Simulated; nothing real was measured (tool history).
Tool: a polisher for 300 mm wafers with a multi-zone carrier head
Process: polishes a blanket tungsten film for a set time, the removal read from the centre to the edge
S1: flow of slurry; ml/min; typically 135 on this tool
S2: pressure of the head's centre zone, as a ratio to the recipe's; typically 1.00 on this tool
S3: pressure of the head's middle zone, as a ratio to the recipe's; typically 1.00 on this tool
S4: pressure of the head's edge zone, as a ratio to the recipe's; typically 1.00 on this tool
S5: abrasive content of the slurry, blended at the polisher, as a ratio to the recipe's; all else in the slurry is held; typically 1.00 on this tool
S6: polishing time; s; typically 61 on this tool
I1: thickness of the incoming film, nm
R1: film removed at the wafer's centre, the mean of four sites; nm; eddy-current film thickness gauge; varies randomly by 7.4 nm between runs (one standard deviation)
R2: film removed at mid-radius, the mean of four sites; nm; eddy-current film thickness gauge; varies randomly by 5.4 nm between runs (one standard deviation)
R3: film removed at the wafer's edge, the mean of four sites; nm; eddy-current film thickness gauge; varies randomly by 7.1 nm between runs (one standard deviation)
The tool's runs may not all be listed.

run 1 day=0.000 | S1=135 S2=1.00 S3=1.00 S4=1.00 S5=1.00 S6=61 | I1=1621.0 | R1=528.7 R2=504.3 R3=505.9
run 2 day=1.408 | S1=135 S2=1.00 S3=1.00 S4=1.00 S5=1.00 S6=61 | I1=1625.9 | R1=519.3 R2=496.3 R3=503.7
run 3 day=4.158 | S1=115 S2=1.00 S3=1.00 S4=1.00 S5=1.00 S6=61 | I1=1598.0 | R1=539.5 R2=488.5 R3=500.0
run 4 day=5.758 | S1=115 S2=1.00 S3=1.00 S4=1.00 S5=1.00 S6=61 | I1=1600.8 | R1=529.1 R2=491.6 R3=491.8
-- day=11.392 worn pad replaced by a new one, of another model than before
run 5 day=12.808 | S1=135 S2=1.00 S3=1.00 S4=1.00 S5=1.10 S6=66 | I1=1630.3 | R1=591.0 R2=555.8 R3=549.8
-- day=15.067 slurry nozzle cleaned
run 6 day=15.467 | S1=135 S2=1.00 S3=1.00 S4=1.00 S5=1.10 S6=66 | I1=1587.4 | R1=585.9 R2=547.2 R3=550.6
run 7 day=17.500 | S1=125 S2=1.00 S3=1.00 S4=1.00 S5=1.00 S6=61 | I1=1625.7 | R1=543.6 R2=492.0 R3=502.3
run 8 day=18.521 | S1=110 S2=1.00 S3=1.00 S4=1.08 S5=1.00 S6=61 | I1=1598.8 | R1=545.2 R2=484.4 R3=528.1
run 9 day=19.879 | S1=135 S2=1.00 S3=1.00 S4=1.00 S5=1.00 S6=61 | I1=1600.9 | R1=545.8 R2=504.0 R3=498.1
-- day=22.217 carrier head's membrane replaced by a new one
run 10 day=22.238 | S1=135 S2=0.96 S3=1.00 S4=1.00 S5=1.00 S6=61 | I1=1575.1 | R1=530.6 R2=511.0 R3=505.7
-- day=23.988 worn pad replaced by a new one
run 11 day=24.883 | S1=115 S2=1.00 S3=1.00 S4=1.00 S5=1.00 S6=61 | I1=1603.6 | R1=543.9 R2=491.2 R3=485.1
run 12 day=26.542 | S1=105 S2=1.00 S3=1.00 S4=1.00 S5=1.00 S6=61 | I1=1597.7 | R1=541.9 R2=487.1 R3=501.6
run 13 day=27.662 | S1=135 S2=1.00 S3=1.00 S4=1.00 S5=1.00 S6=61 | I1=1600.4 | R1=564.2 R2=497.3 R3=519.1
run 14 day=29.996 | S1=170 S2=1.08 S3=1.00 S4=1.10 S5=1.00 S6=68 | I1=1588.6 | R1=677.2 R2=562.7 R3=581.5
-- day=30.329 centre zone pressure recalibrated
-- day=31.179 edge zone pressure recalibrated
run 15 day=32.571 | S1=135 S2=1.09 S3=1.00 S4=1.00 S5=1.00 S6=82 | I1=1596.3 | R1=744.6 R2=669.1 R3=660.7
-- day=33.492 slurry nozzle cleaned
run 16 day=34.925 | S1=135 S2=1.04 S3=1.00 S4=0.96 S5=0.80 S6=41 | I1=1589.7 | R1=346.2 R2=330.1 R3=321.5
-- day=36.146 worn pad replaced by a new one
run 17 day=36.217 | S1=120 S2=1.10 S3=0.94 S4=1.00 S5=1.00 S6=53 | I1=1591.5 | R1=475.3 R2=405.4 R3=425.0
run 18 day=39.050 | S1=155 S2=1.00 S3=1.00 S4=1.00 S5=0.70 S6=53 | I1=1605.5 | R1=419.6 R2=413.6 R3=431.0
run 19 day=40.258 | S1=135 S2=1.00 S3=1.00 S4=1.00 S5=1.00 S6=61 | I1=1613.4 | R1=502.1 R2=498.6 R3=494.2
-- day=45.100 carrier head's membrane replaced by a new one
run 20 day=47.821 | S1=135 S2=1.00 S3=1.00 S4=1.00 S5=1.00 S6=61 | I1=1599.7 | R1=519.2 R2=499.7 R3=512.5
run 21 day=49.046 | S1=135 S2=0.88 S3=1.00 S4=1.00 S5=1.00 S6=53 | I1=1574.2 | R1=404.3 R2=428.6 R3=441.5
-- day=49.471 worn pad replaced by a new one
run 22 day=50.688 | S1=90 S2=1.00 S3=1.07 S4=1.00 S5=1.00 S6=61 | I1=1602.0 | R1=499.6 R2=515.7 R3=497.1

What if the next run were any one of these 3? Each begins from the tool's condition after run 22:
run A day=50.704 | S1=135 S2=1.00 S3=1.00 S4=1.00 S5=1.00 S6=61 | I1=1602.9 | R1=? R2=? R3=?
run B day=50.704 | S1=135 S2=1.00 S3=1.00 S4=1.00 S5=0.75 S6=61 | I1=1602.9 | R1=? R2=? R3=?
run C day=50.704 | S1=100 S2=1.06 S3=0.95 S4=1.00 S5=1.00 S6=61 | I1=1602.9 | R1=? R2=? R3=?

run=A R1=530.6 R2=504.1 R3=493.0
run=B R1=508.3 R2=483.0 R3=472.3
run=C R1=545.3 R2=473.9 R3=486.5
Stripped of hidden state, with their random variation kept, the same runs would have yielded:
run=A R1=509.6 R2=504.2 R3=493.0
run=B R1=488.3 R2=483.1 R3=472.3
run=C R1=523.9 R2=474.0 R3=486.5

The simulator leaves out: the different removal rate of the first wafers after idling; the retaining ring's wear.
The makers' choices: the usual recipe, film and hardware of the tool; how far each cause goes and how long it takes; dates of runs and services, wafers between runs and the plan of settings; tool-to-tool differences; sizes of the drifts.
